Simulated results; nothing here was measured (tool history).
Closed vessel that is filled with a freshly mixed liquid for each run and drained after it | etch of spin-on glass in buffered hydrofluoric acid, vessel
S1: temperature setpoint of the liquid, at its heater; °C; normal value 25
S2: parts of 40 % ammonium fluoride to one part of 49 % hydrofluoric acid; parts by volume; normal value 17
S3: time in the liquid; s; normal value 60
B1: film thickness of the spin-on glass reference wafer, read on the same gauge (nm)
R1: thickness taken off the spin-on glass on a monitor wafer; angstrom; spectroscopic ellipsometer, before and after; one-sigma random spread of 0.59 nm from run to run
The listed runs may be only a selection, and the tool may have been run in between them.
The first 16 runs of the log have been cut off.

-- hour=697.8 thermometer replaced
run 17 hour=731.6 | S1=23.5 S2=23 S3=30 | B1=130.03 | R1=264.1
-- hour=747.2 gauge calibrated
run 18 hour=757.7 | S1=25 S2=17 S3=90 | B1=130.03 | R1=1106.2
run 19 hour=812.4 | S1=21.5 S2=21.5 S3=80 | B1=129.97 | R1=660.6
run 20 hour=845.6 | S1=27 S2=22.5 S3=60 | B1=129.97 | R1=650.5
run 21 hour=885.9 | S1=21.5 S2=21.5 S3=80 | B1=129.99 | R1=654.8
run 22 hour=921.8 | S1=25 S2=14 S3=30 | B1=130.01 | R1=446.4
run 23 hour=970.8 | S1=25 S2=17 S3=60 | B1=129.98 | R1=733.5
run 24 hour=1023.6 | S1=29 S2=19 S3=40 | B1=130 | R1=541.9
run 25 hour=1059.2 | S1=25 S2=17 S3=45 | B1=130.01 | R1=543.7
run 26 hour=1094.9 | S1=23 S2=17 S3=80 | B1=130.01 | R1=860.4
run 27 hour=1141.6 | S1=25 S2=17 S3=80 | B1=130.02 | R1=967.6

Expected results for the next run?
run 28 hour=1206.8 | S1=25 S2=17 S3=90 | B1=? | R1=?

{"run 28": {"B1": 130, "R1": 1097}}
Take away the tool's hidden state, keep the run-to-run variation as it was, and the same run would have given R1 1139.8 angstrom.
